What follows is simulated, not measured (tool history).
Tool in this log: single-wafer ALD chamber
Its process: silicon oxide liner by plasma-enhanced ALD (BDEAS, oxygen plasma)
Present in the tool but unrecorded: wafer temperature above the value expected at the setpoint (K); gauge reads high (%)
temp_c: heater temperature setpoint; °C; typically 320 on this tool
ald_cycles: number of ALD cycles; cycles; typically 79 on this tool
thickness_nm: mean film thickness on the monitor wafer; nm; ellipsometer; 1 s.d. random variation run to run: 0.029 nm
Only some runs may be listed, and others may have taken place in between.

run,hour,temp_c,ald_cycles,wafers since the last listed run,hours since the last thermocouple change,hours since the gauge calibration,"read-back reference wafer on the same gauge, thickness_nm",thickness_nm
1,0.0,320,79,0,1986.6,205.8,7.029,7.354
2,15.5,320,79,82,2002.1,221.3,7.017,7.326
3,46.8,320,79,165,2033.4,252.6,7.025,7.368
4,62.3,320,79,82,2048.9,268.1,7.022,7.396
5,89.6,320,79,144,2076.2,295.4,7.026,7.333
# hour 96.2: gauge calibrated
6,143.1,320,79,283,2129.7,46.9,7.034,7.345
7,178.0,320,79,184,2164.6,81.8,7.028,7.337
8,210.6,320,79,172,2197.2,114.4,7.036,7.300
9,229.9,320,79,102,2216.5,133.7,7.034,7.297
10,258.0,320,82,148,2244.6,161.8,7.031,7.617
11,277.7,330,79,104,2264.3,181.5,7.027,7.213
12,302.6,305,84,131,2289.2,206.4,7.016,8.006
13,321.4,320,79,99,2308.0,225.2,7.030,7.304
# hour 393.5: gauge calibrated
14,409.5,327,69,466,2396.1,16.0,7.029,6.342
15,437.0,326,74,145,2423.6,43.5,7.031,6.770
16,456.4,329,79,102,2443.0,62.9,7.029,7.260
17,468.6,314,73,64,2455.2,75.1,7.024,6.800
# hour 480.4: thermocouple changed; heater temperature recalibrated
18,490.9,320,79,75,10.5,97.4,7.029,7.338
19,510.2,320,79,102,29.8,116.7,7.030,7.312
20,546.1,312,72,190,65.7,152.6,7.034,6.723
21,580.7,320,79,183,100.3,187.2,7.034,7.367
22,615.7,315,79,185,135.3,222.2,7.040,7.414
23,644.7,320,79,153,164.3,251.2,7.024,7.372

Each row is a separate what-if for the run after 23, all from the same tool condition, not one after another. Results?
A,645.2,320,79,2,164.8,251.7,?,?
B,645.2,315,86,2,164.8,251.7,?,?
C,645.2,311,93,2,164.8,251.7,?,?
D,645.2,327,71,2,164.8,251.7,?,?

run,"read-back reference wafer on the same gauge, thickness_nm",thickness_nm
A,7.031,7.283
B,7.031,7.989
C,7.031,8.692
D,7.031,6.476
Had the tool no hidden state, the same runs would have come out as:
run,thickness_nm
A,7.283
B,7.989
C,8.692
D,6.476

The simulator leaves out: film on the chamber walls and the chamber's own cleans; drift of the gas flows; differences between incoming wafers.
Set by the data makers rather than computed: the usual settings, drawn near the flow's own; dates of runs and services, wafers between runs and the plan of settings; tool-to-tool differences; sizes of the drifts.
